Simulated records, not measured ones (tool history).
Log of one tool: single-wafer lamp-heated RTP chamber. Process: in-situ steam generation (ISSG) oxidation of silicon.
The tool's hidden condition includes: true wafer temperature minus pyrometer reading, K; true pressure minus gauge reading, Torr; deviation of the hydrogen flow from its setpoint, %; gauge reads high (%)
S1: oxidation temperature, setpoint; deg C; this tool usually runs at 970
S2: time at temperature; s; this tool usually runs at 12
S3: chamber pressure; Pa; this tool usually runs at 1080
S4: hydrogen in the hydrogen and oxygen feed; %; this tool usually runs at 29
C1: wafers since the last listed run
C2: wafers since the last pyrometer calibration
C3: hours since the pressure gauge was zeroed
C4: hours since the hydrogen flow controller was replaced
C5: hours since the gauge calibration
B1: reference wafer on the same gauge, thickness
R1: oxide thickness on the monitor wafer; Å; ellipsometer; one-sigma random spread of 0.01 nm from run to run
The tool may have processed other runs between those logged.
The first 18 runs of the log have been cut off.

{"run": 19, "hour": 510.6, "S1": 970, "S2": 12, "S3": 1080, "S4": 29, "C1": 225, "C2": 662, "C3": 93.4, "C4": 136.1, "C5": 246.7, "B1": 4.311, "R1": 39.2}
{"run": 20, "hour": 590.4, "S1": 970, "S2": 12, "S3": 1080, "S4": 29, "C1": 713, "C2": 1375, "C3": 173.2, "C4": 215.9, "C5": 326.5, "B1": 4.309, "R1": 39.17}
{"run": 21, "hour": 620.0, "S1": 962, "S2": 10, "S3": 1267, "S4": 25, "C1": 264, "C2": 1640, "C3": 202.8, "C4": 245.5, "C5": 356.1, "B1": 4.31, "R1": 33.75}
{"run": 22, "hour": 648.6, "S1": 963, "S2": 16, "S3": 1013, "S4": 32, "C1": 255, "C2": 1896, "C3": 231.4, "C4": 274.1, "C5": 384.7, "B1": 4.309, "R1": 44.25}
{"run": 23, "hour": 682.2, "S1": 970, "S2": 12, "S3": 1080, "S4": 29, "C1": 300, "C2": 2196, "C3": 265.0, "C4": 307.7, "C5": 418.3, "B1": 4.312, "R1": 39.46}
{"run": 24, "hour": 700.2, "S1": 970, "S2": 12, "S3": 1080, "S4": 20, "C1": 160, "C2": 2357, "C3": 283.0, "C4": 325.7, "C5": 436.3, "B1": 4.311, "R1": 35.48}
{"run": 25, "hour": 730.3, "S1": 970, "S2": 12, "S3": 1240, "S4": 29, "C1": 269, "C2": 2626, "C3": 313.1, "C4": 355.8, "C5": 466.4, "B1": 4.311, "R1": 38.43}
{"run": 26, "hour": 752.0, "S1": 952, "S2": 12, "S3": 1013, "S4": 32, "C1": 193, "C2": 2820, "C3": 334.8, "C4": 377.5, "C5": 488.1, "B1": 4.31, "R1": 38.52}
{"run": 27, "hour": 845.1, "S1": 970, "S2": 9, "S3": 1133, "S4": 32, "C1": 832, "C2": 3652, "C3": 427.9, "C4": 470.6, "C5": 581.2, "B1": 4.309, "R1": 36.04}
{"run": 28, "hour": 860.3, "S1": 959, "S2": 14, "S3": 1240, "S4": 23, "C1": 135, "C2": 3788, "C3": 443.1, "C4": 485.8, "C5": 596.4, "B1": 4.31, "R1": 37.37}
{"run": 29, "hour": 885.7, "S1": 970, "S2": 12, "S3": 1080, "S4": 29, "C1": 227, "C2": 4015, "C3": 468.5, "C4": 511.2, "C5": 621.8, "B1": 4.311, "R1": 39.25}
{"run": 30, "hour": 903.8, "S1": 970, "S2": 12, "S3": 1080, "S4": 29, "C1": 161, "C2": 4177, "C3": 486.6, "C4": 529.3, "C5": 639.9, "B1": 4.311, "R1": 39.2}

Alternative continuations, all from the tool just after run 30; predict every row:
{"run": "A", "hour": 904.3, "S1": 970, "S2": 12, "S3": 1080, "S4": 29, "C1": 4, "C2": 4181, "C3": 487.1, "C4": 529.8, "C5": 640.4, "B1": "?", "R1": "?"}
{"run": "B", "hour": 904.3, "S1": 976, "S2": 12, "S3": 1013, "S4": 32, "C1": 4, "C2": 4181, "C3": 487.1, "C4": 529.8, "C5": 640.4, "B1": "?", "R1": "?"}
{"run": "C", "hour": 904.3, "S1": 976, "S2": 12, "S3": 1213, "S4": 32, "C1": 4, "C2": 4181, "C3": 487.1, "C4": 529.8, "C5": 640.4, "B1": "?", "R1": "?"}
{"run": "D", "hour": 904.3, "S1": 982, "S2": 15, "S3": 1080, "S4": 29, "C1": 4, "C2": 4181, "C3": 487.1, "C4": 529.8, "C5": 640.4, "B1": "?", "R1": "?"}
{"run": "E", "hour": 904.3, "S1": 970, "S2": 12, "S3": 920, "S4": 29, "C1": 4, "C2": 4181, "C3": 487.1, "C4": 529.8, "C5": 640.4, "B1": "?", "R1": "?"}

run=A B1=4.311 R1=39.18
run=B B1=4.311 R1=41.15
run=C B1=4.311 R1=40.33
run=D B1=4.311 R1=44.36
run=E B1=4.311 R1=39.23
Without the tool's hidden state the same runs would have given:
run=A R1=39.18
run=B R1=41.15
run=C R1=40.33
run=D R1=44.36
run=E R1=39.23
